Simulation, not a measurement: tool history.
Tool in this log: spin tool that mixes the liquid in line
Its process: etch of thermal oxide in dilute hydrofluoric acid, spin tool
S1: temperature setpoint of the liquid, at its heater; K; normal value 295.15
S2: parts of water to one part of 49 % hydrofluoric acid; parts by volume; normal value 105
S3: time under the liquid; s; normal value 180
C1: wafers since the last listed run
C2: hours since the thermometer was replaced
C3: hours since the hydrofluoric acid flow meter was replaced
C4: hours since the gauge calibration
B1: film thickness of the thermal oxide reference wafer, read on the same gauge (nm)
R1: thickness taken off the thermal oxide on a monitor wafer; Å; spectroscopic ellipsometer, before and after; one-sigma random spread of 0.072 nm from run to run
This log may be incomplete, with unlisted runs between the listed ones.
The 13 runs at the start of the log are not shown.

run 14 day=44.300 | S1=293.65 S2=105 S3=180 | C1=447 C2=1704.1 C3=2433.1 C4=900.8 | B1=30.01 | R1=70.9
run 15 day=47.829 | S1=293.65 S2=105 S3=180 | C1=425 C2=1788.8 C3=2517.8 C4=985.5 | B1=29.96 | R1=71.7
run 16 day=51.946 | S1=296.65 S2=90 S3=180 | C1=496 C2=1887.6 C3=2616.6 C4=1084.3 | B1=30.04 | R1=95.6
-- day=52.004 hydrofluoric acid flow meter replaced
run 17 day=53.458 | S1=295.15 S2=105 S3=90 | C1=177 C2=1923.9 C3=34.9 C4=1120.6 | B1=30.00 | R1=37.7
run 18 day=55.008 | S1=295.15 S2=145 S3=215 | C1=186 C2=1961.1 C3=72.1 C4=1157.8 | B1=30.03 | R1=62.1
run 19 day=58.338 | S1=295.15 S2=105 S3=180 | C1=401 C2=2041.0 C3=152.0 C4=1237.7 | B1=30.03 | R1=76.0
run 20 day=60.412 | S1=292.15 S2=105 S3=75 | C1=250 C2=2090.8 C3=201.8 C4=1287.5 | B1=30.00 | R1=28.3
run 21 day=64.888 | S1=295.15 S2=65 S3=110 | C1=539 C2=2198.2 C3=309.2 C4=1394.9 | B1=30.01 | R1=79.2
run 22 day=68.438 | S1=295.15 S2=105 S3=180 | C1=427 C2=2283.4 C3=394.4 C4=1480.1 | B1=29.98 | R1=75.6
run 23 day=72.796 | S1=295.15 S2=105 S3=180 | C1=525 C2=2388.0 C3=499.0 C4=1584.7 | B1=30.03 | R1=75.3
run 24 day=76.246 | S1=295.15 S2=105 S3=180 | C1=415 C2=2470.8 C3=581.8 C4=1667.5 | B1=29.97 | R1=75.8
-- day=76.817 thermometer replaced
-- day=77.329 gauge calibrated
run 25 day=79.133 | S1=295.15 S2=105 S3=180 | C1=342 C2=55.6 C3=651.1 C4=43.3 | B1=29.95 | R1=76.2
run 26 day=83.279 | S1=300.15 S2=105 S3=180 | C1=499 C2=155.1 C3=750.6 C4=142.8 | B1=30.03 | R1=93.0
run 27 day=87.325 | S1=292.15 S2=105 S3=75 | C1=487 C2=252.2 C3=847.7 C4=239.9 | B1=30.00 | R1=27.5
run 28 day=90.388 | S1=295.15 S2=105 S3=285 | C1=369 C2=325.7 C3=921.2 C4=313.4 | B1=30.01 | R1=119.1
run 29 day=92.883 | S1=297.15 S2=75 S3=140 | C1=300 C2=385.6 C3=981.1 C4=373.3 | B1=30.06 | R1=92.4
run 30 day=94.425 | S1=297.15 S2=55 S3=135 | C1=185 C2=422.6 C3=1018.1 C4=410.3 | B1=29.98 | R1=126.5
run 31 day=101.988 | S1=295.15 S2=150 S3=180 | C1=911 C2=604.1 C3=1199.6 C4=591.8 | B1=30.00 | R1=50.9
run 32 day=107.562 | S1=295.15 S2=75 S3=80 | C1=671 C2=737.9 C3=1333.4 C4=725.6 | B1=30.04 | R1=49.4
run 33 day=109.529 | S1=297.15 S2=150 S3=130 | C1=237 C2=785.1 C3=1380.6 C4=772.8 | B1=30.02 | R1=38.7
run 34 day=112.767 | S1=297.65 S2=105 S3=285 | C1=390 C2=862.8 C3=1458.3 C4=850.5 | B1=29.98 | R1=133.2
run 35 day=114.317 | S1=295.15 S2=105 S3=180 | C1=186 C2=900.0 C3=1495.5 C4=887.7 | B1=30.04 | R1=74.1

Below are 3 alternative next runs, each starting from the tool's condition after run 35. Predict each:
run A day=114.338 | S1=295.15 S2=105 S3=280 | C1=2 C2=900.5 C3=1496.0 C4=888.2 | B1=? | R1=?
run B day=114.338 | S1=293.65 S2=60 S3=125 | C1=2 C2=900.5 C3=1496.0 C4=888.2 | B1=? | R1=?
run C day=114.338 | S1=298.65 S2=105 S3=225 | C1=2 C2=900.5 C3=1496.0 C4=888.2 | B1=? | R1=?

run=A B1=30.03 R1=118.8
run=B B1=30.03 R1=92.0
run=C B1=30.03 R1=109.6
Without the tool's hidden state the same runs would have given:
run=A R1=118.8
run=B R1=92.0
run=C R1=109.6
